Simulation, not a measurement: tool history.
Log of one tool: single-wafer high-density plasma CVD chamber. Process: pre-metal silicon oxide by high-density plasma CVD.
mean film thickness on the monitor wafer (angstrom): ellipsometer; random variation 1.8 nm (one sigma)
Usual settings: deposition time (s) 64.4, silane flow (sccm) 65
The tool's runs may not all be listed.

run    hour  deposition time (s)  silane flow (sccm)  read-back reference wafer on the same gauge, thickness_nm  mean film thickness on the monitor wafer (angstrom)
  1       0                 64.4                  65                                                    380.845                                              4180.56
  2    84.8                 64.4                  65                                                     381.42                                              4197.66
  3   141.9                 64.4                  65                                                    381.187                                              4217.35
  4   209.1                 64.4                  65                                                    380.671                                              4199.43
  5   266.4                 64.4                  65                                                    381.252                                              4244.62
  6   366.5                 64.4                  65                                                    380.878                                               4258.1
  7   451.9                 71.5                  55                                                     381.43                                              4002.85
  8   496.8                 71.2                  65                                                      380.6                                               4665.5
  9   549.3                 71.2                  65                                                    381.764                                              4648.39
 10   630.3                 64.4                  65                                                     380.61                                              4205.65
 11   691.9                 64.4                  65                                                    381.183                                              4254.28
 12   773.9                 64.4                  65                                                    380.575                                              4236.53
 13   875.2                 64.4                  65                                                    380.781                                              4215.37
 14   932.7                 64.4                  65                                                    380.885                                              4264.85
 15  1006.2                 64.4                  65                                                    380.224                                              4278.02
 16  1109.7                 64.4                  65                                                    381.314                                              4274.64
 17  1185.3                 64.4                  65                                                    381.334                                              4268.23
 18  1233.5                 67.5                  65                                                     380.56                                              4449.61
 19  1300.9                 70.8                  74                                                    380.552                                              5287.73
 20  1338.3                 64.4                  65                                                    380.953                                              4220.93
 21  1386.8                 71.2                  65                                                    381.225                                              4684.04
 22  1473.2                 52.6                  55                                                    380.542                                              2973.62
 23  1557.3                 64.4                  65                                                    381.378                                              4263.03
 24  1617.3                 59.8                  78                                                    381.298                                              4683.02
 25  1692.5                 64.4                  65                                                    380.889                                              4236.34
 26  1744.3                 72.1                  73                                                     381.11                                              5005.81
 27  1841.9                 72.2                  58                                                    380.935                                              4064.99
 28  1921.6                 69.8                  73                                                    380.784                                               4907.8
 29  2007.6                 64.4                  65                                                    380.333                                                 4078
 30  2202.1                 58.6                  71                                                    380.607                                              4050.97
 31  2300.1                 58.6                  71                                                    381.789                                              4029.59
 32  2368.4                 73.2                  58                                                    380.902                                              4240.47
 33  2407.9                 70.6                  71                                                    380.906                                              4943.19
 34  2450.2                 53.2                  70                                                    380.155                                              3664.06
 35  2498.8                 64.4                  65                                                    380.738                                              4200.86
 36  2573.9                 70.5                  65                                                    380.483                                              4577.24
 37  2617.5                 56.1                  65                                                    380.679                                              3626.42

Taken out of this log: 2 entries between the listed runs. Where each belongs, and how the hidden state differs across it:
Between runs 18 and 19: gauge calibrated (hour 1251.2)
  delivered silane flow above the setpoint (%): 5.38 -> 5.42
  measured less the result without the state, mean film thickness on the monitor wafer (angstrom): +208.1 -> +249.18
Between runs 25 and 26: silane flow controller replaced (hour 1743.8)
  delivered silane flow above the setpoint (%): 5.61 -> -0.941
  measured less the result without the state, mean film thickness on the monitor wafer (angstrom): +206.37 -> -43.36
